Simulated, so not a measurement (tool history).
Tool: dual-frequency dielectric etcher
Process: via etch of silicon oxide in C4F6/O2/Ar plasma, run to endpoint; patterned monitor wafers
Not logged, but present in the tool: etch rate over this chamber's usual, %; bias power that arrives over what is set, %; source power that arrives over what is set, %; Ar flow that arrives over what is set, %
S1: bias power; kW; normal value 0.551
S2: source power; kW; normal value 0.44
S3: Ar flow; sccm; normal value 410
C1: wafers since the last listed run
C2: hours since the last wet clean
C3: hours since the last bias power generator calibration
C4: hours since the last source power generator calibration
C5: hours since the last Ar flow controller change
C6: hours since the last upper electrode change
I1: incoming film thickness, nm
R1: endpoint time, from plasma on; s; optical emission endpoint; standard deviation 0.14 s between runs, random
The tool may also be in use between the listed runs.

| run | hour | S1 | S2 | S3 | C1 | C2 | C3 | C4 | C5 | C6 | I1 | R1 |
|---|---|---|---|---|---|---|---|---|---|---|---|---|
| 1 | 0 | 0.551 | 0.44 | 410 | 0 | 371.1 | 2450.4 | 4249 | 4679.8 | 2158 | 106.4 | 20.6 |
| 2 | 12.1 | 0.551 | 0.44 | 410 | 175 | 383.2 | 2462.5 | 4261.1 | 4691.9 | 2170.1 | 107.9 | 20.8 |
| 3 | 42.9 | 0.551 | 0.44 | 474 | 446 | 414 | 2493.3 | 4291.9 | 4722.7 | 2200.9 | 106.6 | 20.9 |
| 4 | 59.2 | 0.551 | 0.44 | 474 | 236 | 430.3 | 2509.6 | 4308.2 | 4739 | 2217.2 | 106.3 | 20.5 |
| 5 | 69.3 | 0.551 | 0.44 | 474 | 146 | 440.4 | 2519.7 | 4318.3 | 4749.1 | 2227.3 | 105.6 | 20.5 |
| 6 | 75.4 | 0.551 | 0.5 | 410 | 88 | 446.5 | 2525.8 | 4324.4 | 4755.2 | 2233.4 | 106.2 | 19.6 |
| 7 | 91.1 | 0.551 | 0.5 | 410 | 227 | 462.2 | 2541.5 | 4340.1 | 4770.9 | 2249.1 | 106 | 19.5 |
|  | 122.1 | wet clean of the chamber |
| 8 | 122.6 | 0.551 | 0.44 | 410 | 108 | 0.5 | 2573 | 4371.6 | 4802.4 | 2280.6 | 106.8 | 21.5 |
| 9 | 122.9 | 0.551 | 0.44 | 410 | 4 | 0.8 | 2573.3 | 4371.9 | 4802.7 | 2280.9 | 107.5 | 21.6 |
| 10 | 123.2 | 0.5 | 0.34 | 410 | 4 | 1.1 | 2573.6 | 4372.2 | 4803 | 2281.2 | 105.7 | 24.2 |
|  | 132.4 | source power generator calibrated |
| 11 | 134.8 | 0.551 | 0.44 | 374 | 110 | 12.7 | 2585.2 | 2.4 | 4814.6 | 2292.8 | 107.9 | 21.3 |
|  | 152.9 | bias power generator calibrated |
|  | 171.1 | Ar flow controller replaced |
| 12 | 185.4 | 0.62 | 0.48 | 491 | 588 | 63.3 | 32.5 | 53 | 14.3 | 2343.4 | 106.3 | 20.4 |
|  | 216.7 | upper electrode replaced |
| 13 | 217.2 | 0.551 | 0.44 | 410 | 113 | 95.1 | 64.3 | 84.8 | 46.1 | 0.5 | 106.8 | 21.4 |
| 14 | 217.6 | 0.619 | 0.51 | 410 | 5 | 95.5 | 64.7 | 85.2 | 46.5 | 0.9 | 106.1 | 19.5 |
| 15 | 221 | 0.551 | 0.52 | 410 | 49 | 98.9 | 68.1 | 88.6 | 49.9 | 4.3 | 106.3 | 19.9 |
| 16 | 235.7 | 0.475 | 0.4 | 317 | 213 | 113.6 | 82.8 | 103.3 | 64.6 | 19 | 107 | 22.5 |
| 17 | 250.7 | 0.5 | 0.34 | 410 | 217 | 128.6 | 97.8 | 118.3 | 79.6 | 34 | 107.2 | 24 |

Predict the results of run 18:
| 18 | 278.2 | 0.551 | 0.44 | 410 | 398 | 156.1 | 125.3 | 145.8 | 107.1 | 61.5 | 105.5 | ? |

Run 18 gave R1 20.9 s.
Were there no unlogged condition in the tool, this run, its random variation unchanged, would have produced R1 21.4 s.
